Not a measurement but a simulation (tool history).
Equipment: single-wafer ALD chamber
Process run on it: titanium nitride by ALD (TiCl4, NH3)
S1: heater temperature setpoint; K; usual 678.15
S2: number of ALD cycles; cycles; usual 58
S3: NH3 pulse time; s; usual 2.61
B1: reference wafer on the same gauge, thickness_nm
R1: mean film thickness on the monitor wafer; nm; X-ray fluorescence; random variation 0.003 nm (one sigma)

run   hour      S1  S2    S3     B1     R1
  1    0.0  678.15  58  2.61  1.150  1.230
  2   27.3  678.15  58  2.61  1.150  1.234
  3   57.9  678.15  58  2.61  1.151  1.234
  4   84.8  678.15  58  2.61  1.153  1.234
  5  105.8  678.15  58  2.61  1.154  1.238
  6  121.8  678.15  58  2.61  1.152  1.234
  7  199.5  678.15  55  2.17  1.155  1.173
     250.6  -- thermocouple changed; heater temperature recalibrated
  8  297.4  678.15  55  2.17  1.156  1.169
  9  320.9  678.15  55  2.17  1.157  1.172
 10  337.5  678.15  58  2.61  1.157  1.241
     351.2  -- gauge calibrated
 11  358.5  678.15  58  2.61  1.127  1.211
 12  375.4  674.15  52  3.14  1.130  1.092
 13  392.7  678.15  68  3.50  1.132  1.433
 14  419.1  663.15  50  2.28  1.135  1.035
 15  450.9  687.15  58  1.94  1.137  1.211
     480.1  -- showerhead replaced
 16  499.9  674.15  67  2.61  1.141  1.416
 17  528.3  686.15  58  3.31  1.143  1.238
 18  564.1  678.15  65  3.38  1.145  1.393
 19  598.7  678.15  58  2.61  1.146  1.230
 20  620.7  674.15  58  2.61  1.147  1.236
 21  648.1  686.15  58  3.31  1.148  1.241
 22  669.3  686.15  47  2.61  1.150  1.000
 23  683.3  666.15  53  2.95  1.149  1.126

Measured minus without-hidden-state, run by run (identical run-to-run variation in each term; gauge scatter may differ):
Unlogged tool condition in this case: wafer temperature above the value expected at the setpoint (K); gauge reads high (%).
run      R1
  1  +0.020
  2  +0.022
  3  +0.023
  4  +0.024
  5  +0.025
  6  +0.025
  7  +0.025
  8  +0.027
  9  +0.027
 10  +0.029
 11  -0.003
 12  +0.000
 13  +0.002
 14  +0.004
 15  +0.008
 16  +0.014
 17  +0.014
 18  +0.019
 19  +0.018
 20  +0.019
 21  +0.020
 22  +0.017
 23  +0.019

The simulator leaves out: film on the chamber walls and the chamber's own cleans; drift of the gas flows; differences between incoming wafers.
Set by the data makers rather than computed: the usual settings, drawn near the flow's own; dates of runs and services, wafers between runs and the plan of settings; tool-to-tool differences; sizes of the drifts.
